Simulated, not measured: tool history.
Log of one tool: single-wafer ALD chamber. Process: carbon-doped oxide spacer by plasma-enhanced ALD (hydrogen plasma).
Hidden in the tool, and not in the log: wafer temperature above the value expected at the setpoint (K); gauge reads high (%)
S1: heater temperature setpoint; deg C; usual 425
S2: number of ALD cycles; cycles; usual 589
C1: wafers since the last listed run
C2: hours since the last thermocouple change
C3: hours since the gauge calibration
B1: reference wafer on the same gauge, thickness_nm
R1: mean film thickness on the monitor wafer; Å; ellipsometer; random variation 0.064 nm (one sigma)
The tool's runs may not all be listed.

run	hour	S1	S2	C1	C2	C3	B1	R1
1	0.0	425	534	0	1173.0	488.1	26.513	251.61
2	32.9	425	534	26	1205.9	521.0	26.502	250.95
3	46.3	425	589	10	1219.3	534.4	26.502	277.36
4	60.3	425	513	11	1233.3	548.4	26.495	242.16
5	89.4	425	589	23	1262.4	577.5	26.487	277.25
6	102.1	425	589	10	1275.1	590.2	26.508	277.10
7	127.1	425	589	19	1300.1	615.2	26.510	276.51
# hour 182.3: gauge calibrated
8	190.1	425	589	50	1363.1	7.8	26.489	278.12
9	218.8	425	589	22	1391.8	36.5	26.501	276.47
10	231.7	425	589	10	1404.7	49.4	26.526	276.06
11	256.8	425	589	20	1429.8	74.5	26.495	277.21
12	278.3	420	655	17	1451.3	96.0	26.499	312.65
# hour 301.8: thermocouple changed; heater temperature recalibrated
13	310.3	440	589	19	8.5	128.0	26.507	264.76
14	337.1	425	589	21	35.3	154.8	26.489	277.12
15	371.8	437	507	27	70.0	189.5	26.502	230.67
16	393.0	416	589	16	91.2	210.7	26.486	284.36
17	419.8	439	589	21	118.0	237.5	26.512	265.74
18	443.7	413	589	19	141.9	261.4	26.501	287.94
19	458.6	436	669	11	156.8	276.3	26.524	304.18
20	487.0	413	551	22	185.2	304.7	26.497	267.94
21	505.8	425	639	14	204.0	323.5	26.501	300.99
22	533.3	417	589	21	231.5	351.0	26.496	282.85
23	581.6	425	589	38	279.8	399.3	26.486	277.45

Forecast each of these 5 alternatives for the next run:
A	582.9	429	589	1	281.1	400.6	?	?
B	582.9	433	589	1	281.1	400.6	?	?
C	582.9	418	589	1	281.1	400.6	?	?
D	582.9	425	679	1	281.1	400.6	?	?
E	582.9	438	512	1	281.1	400.6	?	?

run	B1	R1
A	26.499	274.99
B	26.499	271.81
C	26.499	283.72
D	26.499	320.67
E	26.499	232.83
Without the tool's hidden state the same runs would have given:
run	R1
A	274.99
B	271.81
C	283.72
D	320.67
E	232.83

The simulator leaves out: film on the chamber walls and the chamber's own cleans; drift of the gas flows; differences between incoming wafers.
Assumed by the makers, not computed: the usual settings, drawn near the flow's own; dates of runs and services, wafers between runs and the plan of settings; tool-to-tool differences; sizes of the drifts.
